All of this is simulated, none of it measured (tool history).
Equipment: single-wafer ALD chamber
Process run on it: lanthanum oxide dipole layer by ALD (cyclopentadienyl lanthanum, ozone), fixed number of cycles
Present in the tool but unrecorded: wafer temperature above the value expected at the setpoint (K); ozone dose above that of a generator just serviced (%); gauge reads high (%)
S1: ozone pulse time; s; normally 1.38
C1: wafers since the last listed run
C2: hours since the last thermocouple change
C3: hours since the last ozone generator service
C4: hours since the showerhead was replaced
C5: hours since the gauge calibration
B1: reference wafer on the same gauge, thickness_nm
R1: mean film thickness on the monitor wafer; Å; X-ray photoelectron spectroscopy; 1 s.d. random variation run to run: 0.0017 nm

Run 1, hour 0: usual settings; C1 0; C2 2011; C3 1001; C4 8233.6; C5 110.2; B1 0.594. Result: R1 5.65 Å.
Run 2, hour 14.7: usual settings; C1 308; C2 2025.7; C3 1015.7; C4 8248.3; C5 124.9; B1 0.594. Result: R1 5.66 Å.
Run 3, hour 31.6: usual settings; C1 354; C2 2042.6; C3 1032.6; C4 8265.2; C5 141.8; B1 0.594. Result: R1 5.62 Å.
Run 4, hour 45.7: usual settings; C1 295; C2 2056.7; C3 1046.7; C4 8279.3; C5 155.9; B1 0.595. Result: R1 5.62 Å.
At hour 103: gauge calibrated.
At hour 118.6: ozone generator serviced.
Run 5, hour 119.1: usual settings; C1 1372; C2 2130.1; C3 0.5; C4 8352.7; C5 16.1; B1 0.594. Result: R1 6 Å.
Run 6, hour 147.5: usual settings; C1 596; C2 2158.5; C3 28.9; C4 8381.1; C5 44.5; B1 0.594. Result: R1 5.96 Å.
Run 7, hour 159.6: usual settings but S1 1.19 s; C1 253; C2 2170.6; C3 41; C4 8393.2; C5 56.6; B1 0.595. Result: R1 5.84 Å.
Run 8, hour 201.8: usual settings; C1 885; C2 2212.8; C3 83.2; C4 8435.4; C5 98.8; B1 0.594. Result: R1 5.97 Å.
Run 9, hour 235.5: usual settings but S1 1.69 s; C1 707; C2 2246.5; C3 116.9; C4 8469.1; C5 132.5; B1 0.594. Result: R1 6.16 Å.
At hour 257.4: showerhead replaced.
At hour 262.3: thermocouple changed; heater temperature recalibrated.
Run 10, hour 262.8: usual settings but S1 1.78 s; C1 301; C2 0.5; C3 144.2; C4 5.4; C5 159.8; B1 0.594. Result: R1 6.22 Å.
Run 11, hour 275.4: usual settings but S1 1.15 s; C1 264; C2 13.1; C3 156.8; C4 18; C5 172.4; B1 0.595. Result: R1 5.79 Å.

Run 12 comes next. What will it give?
At hour 286.6: gauge calibrated.
Run 12, hour 292.8: usual settings but S1 1.87 s; C1 365; C2 30.5; C3 174.2; C4 35.4; C5 6.2; B1 ?. Result: R1 ?.

{"run 12": {"B1": 0.594, "R1": 6.21}}
Minus the tool's unlogged condition, the same run would have read R1 6.24 Å.
